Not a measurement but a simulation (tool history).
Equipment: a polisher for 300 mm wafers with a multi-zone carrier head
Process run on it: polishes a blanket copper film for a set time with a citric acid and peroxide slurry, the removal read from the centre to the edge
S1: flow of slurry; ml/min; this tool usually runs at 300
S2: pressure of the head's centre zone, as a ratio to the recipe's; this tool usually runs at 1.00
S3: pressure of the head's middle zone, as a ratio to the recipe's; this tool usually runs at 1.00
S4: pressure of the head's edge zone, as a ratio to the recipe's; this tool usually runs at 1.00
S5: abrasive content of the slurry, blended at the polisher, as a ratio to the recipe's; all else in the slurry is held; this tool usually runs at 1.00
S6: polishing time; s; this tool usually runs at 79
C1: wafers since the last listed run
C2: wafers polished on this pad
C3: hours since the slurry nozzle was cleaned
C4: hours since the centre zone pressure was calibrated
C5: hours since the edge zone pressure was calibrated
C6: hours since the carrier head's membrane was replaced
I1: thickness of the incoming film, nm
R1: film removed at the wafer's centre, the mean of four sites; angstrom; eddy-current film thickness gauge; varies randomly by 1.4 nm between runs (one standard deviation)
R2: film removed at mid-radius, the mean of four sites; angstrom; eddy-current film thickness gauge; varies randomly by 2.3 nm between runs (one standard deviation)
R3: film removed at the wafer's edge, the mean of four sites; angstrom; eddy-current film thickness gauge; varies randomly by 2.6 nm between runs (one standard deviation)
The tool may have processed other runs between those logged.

| run | hour | S1 | S2 | S3 | S4 | S5 | S6 | C1 | C2 | C3 | C4 | C5 | C6 | I1 | R1 | R2 | R3 |
|---|---|---|---|---|---|---|---|---|---|---|---|---|---|---|---|---|---|
| 1 | 0.0 | 300 | 1.00 | 1.00 | 1.00 | 1.00 | 79 | 0 | 1602 | 390.8 | 687.8 | 68.6 | 273.7 | 1202.0 | 1746 | 1789 | 1768 |
| 2 | 58.8 | 300 | 1.00 | 1.00 | 1.05 | 1.00 | 79 | 379 | 1982 | 449.6 | 746.6 | 127.4 | 332.5 | 1197.4 | 1703 | 1785 | 1736 |
|  | 71.5 | slurry nozzle cleaned |
| 3 | 146.7 | 360 | 1.00 | 1.00 | 1.00 | 1.25 | 56 | 561 | 2543 | 75.2 | 834.5 | 215.3 | 420.4 | 1202.0 | 1299 | 1331 | 1311 |
|  | 160.9 | worn pad replaced by a new one |
| 4 | 193.4 | 300 | 0.88 | 1.00 | 1.00 | 1.00 | 79 | 275 | 209 | 121.9 | 881.2 | 262.0 | 467.1 | 1195.1 | 1645 | 1827 | 1761 |
| 5 | 251.5 | 300 | 1.00 | 1.00 | 1.00 | 1.00 | 79 | 375 | 585 | 180.0 | 939.3 | 320.1 | 525.2 | 1197.6 | 1785 | 1804 | 1809 |
| 6 | 309.3 | 300 | 1.00 | 1.05 | 1.00 | 1.00 | 79 | 373 | 958 | 237.8 | 997.1 | 377.9 | 583.0 | 1204.5 | 1767 | 1897 | 1789 |
|  | 327.5 | centre zone pressure recalibrated |
| 7 | 344.3 | 300 | 1.00 | 1.00 | 1.06 | 1.30 | 70 | 213 | 1171 | 272.8 | 16.8 | 412.9 | 618.0 | 1184.7 | 1698 | 1760 | 1722 |
|  | 368.5 | edge zone pressure recalibrated |
|  | 376.2 | carrier head's membrane replaced by a new one |
| 8 | 381.3 | 300 | 1.00 | 1.00 | 1.00 | 0.85 | 54 | 193 | 1365 | 309.8 | 53.8 | 12.8 | 5.1 | 1196.8 | 1118 | 1152 | 1113 |
| 9 | 431.7 | 300 | 1.00 | 1.00 | 1.00 | 1.00 | 79 | 325 | 1690 | 360.2 | 104.2 | 63.2 | 55.5 | 1205.6 | 1749 | 1745 | 1704 |
| 10 | 503.5 | 340 | 0.89 | 1.00 | 1.00 | 1.00 | 79 | 463 | 2154 | 432.0 | 176.0 | 135.0 | 127.3 | 1223.6 | 1611 | 1733 | 1739 |
| 11 | 543.8 | 300 | 1.00 | 1.00 | 1.00 | 1.00 | 79 | 260 | 2414 | 472.3 | 216.3 | 175.3 | 167.6 | 1185.0 | 1708 | 1725 | 1729 |
|  | 566.6 | worn pad replaced by a new one |
|  | 569.4 | slurry nozzle cleaned |
| 12 | 685.1 | 300 | 0.94 | 1.00 | 1.00 | 0.75 | 79 | 880 | 758 | 115.7 | 357.6 | 316.6 | 308.9 | 1210.7 | 1519 | 1619 | 1580 |
| 13 | 748.5 | 235 | 0.89 | 1.00 | 1.00 | 0.85 | 71 | 409 | 1168 | 179.1 | 421.0 | 380.0 | 372.3 | 1211.2 | 1352 | 1484 | 1472 |
| 14 | 794.6 | 300 | 1.06 | 1.07 | 1.00 | 1.00 | 79 | 297 | 1465 | 225.2 | 467.1 | 426.1 | 418.4 | 1205.0 | 1843 | 1836 | 1740 |
|  | 814.0 | edge zone pressure recalibrated |
| 15 | 822.1 | 300 | 1.00 | 1.11 | 1.03 | 1.00 | 72 | 164 | 1630 | 252.7 | 494.6 | 8.1 | 445.9 | 1186.3 | 1595 | 1767 | 1624 |
| 16 | 870.7 | 220 | 1.06 | 1.00 | 1.11 | 0.90 | 79 | 313 | 1944 | 301.3 | 543.2 | 56.7 | 494.5 | 1180.3 | 1688 | 1614 | 1688 |
|  | 911.7 | carrier head's membrane replaced by a new one |
| 17 | 912.6 | 335 | 0.97 | 1.05 | 1.09 | 1.00 | 79 | 238 | 2182 | 343.2 | 585.1 | 98.6 | 0.9 | 1194.0 | 1710 | 1843 | 1798 |
| 18 | 949.9 | 300 | 0.93 | 0.91 | 0.94 | 1.00 | 60 | 240 | 2423 | 380.5 | 622.4 | 135.9 | 38.2 | 1214.5 | 1229 | 1210 | 1280 |
|  | 999.3 | worn pad replaced by a new one |
|  | 1105.9 | slurry nozzle cleaned |
| 19 | 1149.4 | 300 | 1.00 | 1.00 | 1.00 | 1.00 | 79 | 1255 | 963 | 43.5 | 821.9 | 335.4 | 237.7 | 1190.2 | 1767 | 1806 | 1805 |
|  | 1273.5 | centre zone pressure recalibrated |
| 20 | 1337.1 | 335 | 1.00 | 1.00 | 1.04 | 0.85 | 79 | 1199 | 2162 | 231.2 | 63.6 | 523.1 | 425.4 | 1204.6 | 1630 | 1677 | 1656 |
|  | 1379.2 | edge zone pressure recalibrated |
| 21 | 1408.8 | 300 | 0.88 | 1.04 | 1.00 | 0.80 | 87 | 450 | 2612 | 302.9 | 135.3 | 29.6 | 497.1 | 1206.3 | 1582 | 1799 | 1698 |

4 options for the next run, each taken on its own from the tool as it stands now. Forecast them:
| A | 1409.2 | 300 | 1.00 | 1.00 | 1.00 | 1.00 | 79 | 2 | 2614 | 303.3 | 135.7 | 30.0 | 497.5 | 1203.7 | ? | ? | ? |
| B | 1409.2 | 395 | 1.00 | 1.00 | 1.00 | 1.25 | 79 | 2 | 2614 | 303.3 | 135.7 | 30.0 | 497.5 | 1203.7 | ? | ? | ? |
| C | 1409.2 | 300 | 0.88 | 1.00 | 1.05 | 1.00 | 79 | 2 | 2614 | 303.3 | 135.7 | 30.0 | 497.5 | 1203.7 | ? | ? | ? |
| D | 1409.2 | 300 | 1.00 | 0.92 | 1.00 | 1.00 | 100 | 2 | 2614 | 303.3 | 135.7 | 30.0 | 497.5 | 1203.7 | ? | ? | ? |

| run | R1 | R2 | R3 |
|---|---|---|---|
| A | 1692 | 1738 | 1729 |
| B | 1872 | 1919 | 1899 |
| C | 1564 | 1739 | 1771 |
| D | 2141 | 2066 | 2191 |
With no hidden state in the tool, these same runs would have given:
| run | R1 | R2 | R3 |
|---|---|---|---|
| A | 1785 | 1834 | 1824 |
| B | 1975 | 2024 | 2003 |
| C | 1650 | 1834 | 1868 |
| D | 2259 | 2179 | 2311 |
